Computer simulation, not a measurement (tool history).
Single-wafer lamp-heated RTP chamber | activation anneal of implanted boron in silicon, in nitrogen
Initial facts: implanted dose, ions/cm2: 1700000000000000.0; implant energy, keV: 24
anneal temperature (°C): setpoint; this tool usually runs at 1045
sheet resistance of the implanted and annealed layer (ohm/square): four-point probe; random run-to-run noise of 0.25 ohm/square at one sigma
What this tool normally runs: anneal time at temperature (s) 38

run   hour  anneal temperature (°C)  anneal time at temperature (s)  wafers since the last listed run  wafers since the last pyrometer calibration  wafers since the reflector plate was cleaned  hours since the gauge calibration  read-back reference wafer on the same gauge, sheet resistance  sheet resistance of the implanted and annealed layer (ohm/square)
  1    0.0                     1045                              45                                 0                                         6178                                           489                              322.3                                                          57.76                                                              69.86
      50.1  -- pyrometer window cleaned and pyrometer calibrated
  2   56.1                     1045                              31                               980                                          121                                          1470                              378.4                                                          57.82                                                              71.73
  3  113.6                     1058                              38                              1171                                         1293                                          2641                              435.9                                                          57.78                                                              69.61
  4  166.8                     1058                              38                              1084                                         2377                                          3725                              489.1                                                          57.78                                                              69.27
  5  211.5                     1022                              38                               910                                         3288                                          4636                              533.8                                                          57.80                                                              73.10
     264.0  -- reflector plate cleaned
  6  272.1                     1022                              38                              1071                                         4359                                           164                              594.4                                                          57.78                                                              72.68
  7  314.6                     1022                              38                               865                                         5225                                          1030                              636.9                                                          57.83                                                              72.77
     332.6  -- gauge calibrated
  8  380.4                     1066                              45                              1340                                         6566                                          2370                               47.8                                                          57.83                                                              68.06
     406.9  -- pyrometer window cleaned and pyrometer calibrated
  9  431.2                     1026                              24                               872                                          494                                          3243                               98.6                                                          57.81                                                              74.22
 10  468.7                     1072                              52                               764                                         1258                                          4007                              136.1                                                          57.75                                                              68.50
     516.7  -- reflector plate cleaned
 11  517.2                     1061                              31                               825                                         2083                                             9                              184.6                                                          57.81                                                              69.97
 12  569.9                     1034                              18                              1073                                         3157                                          1083                              237.3                                                          57.82                                                              73.38
 13  623.7                     1045                              38                              1096                                         4253                                          2179                              291.1                                                          57.84                                                              70.76
 14  682.8                     1020                              38                              1204                                         5457                                          3383                              350.2                                                          57.74                                                              73.21
 15  711.0                     1045                              55                               574                                         6032                                          3958                              378.4                                                          57.90                                                              69.77

5 ways to go on from here, each from the tool as it stands after run 15. What would each give?
  A  711.4                     1055                              38                                 2                                         6034                                          3960                              378.8                                                              ?                                                                  ?
  B  711.4                     1045                              16                                 2                                         6034                                          3960                              378.8                                                              ?                                                                  ?
  C  711.4                     1066                              25                                 2                                         6034                                          3960                              378.8                                                              ?                                                                  ?
  D  711.4                     1063                              26                                 2                                         6034                                          3960                              378.8                                                              ?                                                                  ?
  E  711.4                     1045                              44                                 2                                         6034                                          3960                              378.8                                                              ?                                                                  ?

run  read-back reference wafer on the same gauge, sheet resistance  sheet resistance of the implanted and annealed layer (ohm/square)
  A                                                          57.80                                                              69.20
  B                                                          57.80                                                              71.67
  C                                                          57.80                                                              69.27
  D                                                          57.80                                                              69.38
  E                                                          57.80                                                              69.76
Had the tool no hidden state, the same runs would have come out as:
run  sheet resistance of the implanted and annealed layer (ohm/square)
  A                                                              70.37
  B                                                              72.88
  C                                                              70.19
  D                                                              70.38
  E                                                              71.01

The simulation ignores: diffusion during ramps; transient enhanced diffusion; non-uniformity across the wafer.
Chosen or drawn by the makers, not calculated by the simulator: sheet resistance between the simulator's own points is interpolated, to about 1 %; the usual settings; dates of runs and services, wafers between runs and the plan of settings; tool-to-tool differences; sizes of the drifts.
